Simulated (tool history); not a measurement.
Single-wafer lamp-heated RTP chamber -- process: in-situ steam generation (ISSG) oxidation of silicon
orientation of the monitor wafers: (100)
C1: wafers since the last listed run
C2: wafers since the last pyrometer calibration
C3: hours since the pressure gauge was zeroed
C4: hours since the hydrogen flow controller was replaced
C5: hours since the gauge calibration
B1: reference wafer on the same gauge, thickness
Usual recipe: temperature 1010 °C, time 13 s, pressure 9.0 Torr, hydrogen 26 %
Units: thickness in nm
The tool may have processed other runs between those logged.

{"run": 1, "hour": 0.0, "temperature": 1010, "time": 13, "pressure": 9.0, "hydrogen": 26, "C1": 0, "C2": 2845, "C3": 4560.8, "C4": 2270.4, "C5": 382.7, "B1": 4.51, "thickness": 4.345}
{"run": 2, "hour": 18.4, "temperature": 1010, "time": 13, "pressure": 9.0, "hydrogen": 26, "C1": 237, "C2": 3083, "C3": 4579.2, "C4": 2288.8, "C5": 401.1, "B1": 4.509, "thickness": 4.349}
{"run": 3, "hour": 37.7, "temperature": 1010, "time": 13, "pressure": 9.0, "hydrogen": 26, "C1": 249, "C2": 3333, "C3": 4598.5, "C4": 2308.1, "C5": 420.4, "B1": 4.506, "thickness": 4.357}
{"run": 4, "hour": 50.0, "temperature": 1010, "time": 13, "pressure": 9.0, "hydrogen": 26, "C1": 159, "C2": 3492, "C3": 4610.8, "C4": 2320.4, "C5": 432.7, "B1": 4.507, "thickness": 4.384}
{"run": 5, "hour": 136.1, "temperature": 1001, "time": 15, "pressure": 9.0, "hydrogen": 26, "C1": 1113, "C2": 4605, "C3": 4696.9, "C4": 2406.5, "C5": 518.8, "B1": 4.51, "thickness": 4.488}
{"run": 6, "hour": 165.0, "temperature": 1010, "time": 9, "pressure": 9.0, "hydrogen": 32, "C1": 373, "C2": 4979, "C3": 4725.8, "C4": 2435.4, "C5": 547.7, "B1": 4.508, "thickness": 3.956}
{"run": 7, "hour": 188.0, "temperature": 1010, "time": 9, "pressure": 9.0, "hydrogen": 32, "C1": 297, "C2": 5276, "C3": 4748.8, "C4": 2458.4, "C5": 570.7, "B1": 4.512, "thickness": 3.96}
{"run": 8, "hour": 208.2, "temperature": 1010, "time": 10, "pressure": 9.0, "hydrogen": 23, "C1": 261, "C2": 5538, "C3": 4769.0, "C4": 2478.6, "C5": 590.9, "B1": 4.509, "thickness": 3.772}
{"run": 9, "hour": 230.4, "temperature": 1010, "time": 10, "pressure": 9.0, "hydrogen": 23, "C1": 287, "C2": 5825, "C3": 4791.2, "C4": 2500.8, "C5": 613.1, "B1": 4.504, "thickness": 3.775}
{"hour": 252.8, "done": "gauge calibrated"}
{"run": 10, "hour": 261.3, "temperature": 1010, "time": 13, "pressure": 9.0, "hydrogen": 26, "C1": 399, "C2": 6224, "C3": 4822.1, "C4": 2531.7, "C5": 8.5, "B1": 4.509, "thickness": 4.378}
{"hour": 280.1, "done": "pressure gauge zeroed"}
{"run": 11, "hour": 290.7, "temperature": 1010, "time": 13, "pressure": 9.0, "hydrogen": 26, "C1": 276, "C2": 6501, "C3": 10.6, "C4": 2561.1, "C5": 37.9, "B1": 4.513, "thickness": 4.381}
{"run": 12, "hour": 313.0, "temperature": 1010, "time": 13, "pressure": 9.0, "hydrogen": 26, "C1": 288, "C2": 6789, "C3": 32.9, "C4": 2583.4, "C5": 60.2, "B1": 4.512, "thickness": 4.385}
{"hour": 322.7, "done": "pyrometer window cleaned and pyrometer calibrated"}
{"run": 13, "hour": 337.4, "temperature": 1010, "time": 8, "pressure": 9.7, "hydrogen": 26, "C1": 212, "C2": 190, "C3": 57.3, "C4": 2607.8, "C5": 84.6, "B1": 4.514, "thickness": 3.505}
{"run": 14, "hour": 363.2, "temperature": 1010, "time": 13, "pressure": 9.0, "hydrogen": 26, "C1": 333, "C2": 524, "C3": 83.1, "C4": 2633.6, "C5": 110.4, "B1": 4.514, "thickness": 4.38}
{"run": 15, "hour": 386.1, "temperature": 997, "time": 13, "pressure": 8.4, "hydrogen": 26, "C1": 296, "C2": 820, "C3": 106.0, "C4": 2656.5, "C5": 133.3, "B1": 4.504, "thickness": 4.228}
{"hour": 397.9, "done": "hydrogen flow controller replaced"}
{"run": 16, "hour": 405.6, "temperature": 997, "time": 13, "pressure": 9.0, "hydrogen": 26, "C1": 148, "C2": 968, "C3": 125.5, "C4": 7.7, "C5": 152.8, "B1": 4.508, "thickness": 4.149}
{"run": 17, "hour": 437.9, "temperature": 1010, "time": 13, "pressure": 10.2, "hydrogen": 26, "C1": 417, "C2": 1386, "C3": 157.8, "C4": 40.0, "C5": 185.1, "B1": 4.506, "thickness": 4.292}
{"run": 18, "hour": 450.6, "temperature": 1026, "time": 8, "pressure": 8.4, "hydrogen": 32, "C1": 164, "C2": 1550, "C3": 170.5, "C4": 52.7, "C5": 197.8, "B1": 4.509, "thickness": 4.018}

What will run 19 give?
{"run": 19, "hour": 475.7, "temperature": 997, "time": 13, "pressure": 9.0, "hydrogen": 26, "C1": 324, "C2": 1875, "C3": 195.6, "C4": 77.8, "C5": 222.9, "B1": "?", "thickness": "?"}

Logged for run 19: B1 4.509, thickness 4.167 nm.
With no hidden state in the tool, this same run would have given thickness 4.167 nm.
